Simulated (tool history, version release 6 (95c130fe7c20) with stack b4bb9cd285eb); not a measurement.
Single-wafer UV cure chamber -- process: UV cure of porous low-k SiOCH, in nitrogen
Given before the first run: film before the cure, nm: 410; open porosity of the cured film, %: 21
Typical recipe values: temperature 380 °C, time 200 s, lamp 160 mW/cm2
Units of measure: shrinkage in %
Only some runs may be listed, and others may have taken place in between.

run	day	temperature	time	lamp	wafers since the last listed run	hours since the UV bulbs were replaced	wafers since the quartz window was cleaned	shrinkage
1	0.000	370	200	160	0	1022.6	1205	11.469
2	0.908	370	200	160	215	1044.4	1420	11.118
3	1.521	370	200	160	144	1059.1	1565	11.316
4	2.167	380	200	160	152	1074.6	1718	11.229
5	3.625	380	200	160	345	1109.6	2063	11.444
# day 4.112: quartz window cleaned
6	4.496	380	200	160	127	1130.5	90	12.013
7	5.800	380	200	160	308	1161.8	399	11.865
8	6.304	380	200	160	119	1173.9	518	11.927
9	7.733	380	200	160	338	1208.2	856	12.060
10	8.671	380	200	160	221	1230.7	1078	11.468
11	10.812	380	200	160	506	1282.1	1585	11.550
# day 11.371: quartz window cleaned
# day 12.375: UV bulbs replaced
12	12.396	380	200	160	216	0.5	163	12.246
13	13.071	380	200	160	159	16.7	323	11.924
14	13.900	380	200	160	196	36.6	519	11.811
15	15.375	366	200	141	349	72.0	868	10.806
16	15.908	394	200	160	126	84.8	995	11.750
17	16.708	394	200	160	189	104.0	1184	11.707
18	17.479	373	125	160	182	122.5	1366	9.317
19	18.233	389	200	160	178	140.6	1545	11.615
# day 18.696: quartz window cleaned
20	18.908	389	200	160	80	156.8	50	12.643
21	19.542	380	260	160	149	172.0	200	13.178
22	21.079	380	260	160	363	208.9	564	12.763
23	21.875	387	200	160	188	228.0	752	11.860
24	22.438	362	85	136	133	241.5	885	7.031
25	23.229	363	255	160	187	260.5	1073	12.477
26	23.767	398	130	188	127	273.4	1200	10.599
27	24.267	389	100	160	118	285.4	1318	8.606
28	25.179	361	200	160	216	307.3	1534	10.927
# day 25.992: quartz window cleaned
29	26.012	394	145	160	118	327.3	5	11.266
30	27.350	371	200	148	316	359.4	321	11.545
31	27.983	371	200	139	149	374.6	471	10.894
32	28.962	380	200	160	231	398.1	703	11.461
33	29.812	380	200	160	201	418.5	904	11.418
34	30.854	394	250	138	246	443.5	1151	11.846
35	31.612	365	275	198	179	461.7	1330	13.412
36	32.396	380	200	160	185	480.5	1516	11.547
37	32.896	392	200	160	118	492.5	1634	11.414
# day 34.446: quartz window cleaned
38	34.467	380	200	160	292	530.2	5	12.434
39	35.425	380	200	160	226	553.2	232	11.864
40	36.038	371	200	148	144	567.9	377	11.460
41	36.950	380	200	128	216	589.8	593	10.735
42	38.196	366	200	141	294	619.7	888	10.815
43	39.488	380	200	160	305	650.7	1193	11.666
44	40.712	380	200	160	289	680.1	1483	11.497

Branching from run 44: 5 alternative next runs. What would each branch give?
A	40.733	380	200	160	4	680.6	1488	?
B	40.733	395	260	127	4	680.6	1488	?
C	40.733	386	110	185	4	680.6	1488	?
D	40.733	380	235	180	4	680.6	1488	?
E	40.733	366	100	145	4	680.6	1488	?

run	shrinkage
A	11.426
B	11.838
C	9.549
D	12.697
E	7.788
With the hidden condition removed and each run's random variation left untouched, the same runs would have given:
run	shrinkage
A	12.452
B	12.873
C	10.527
D	13.750
E	8.720
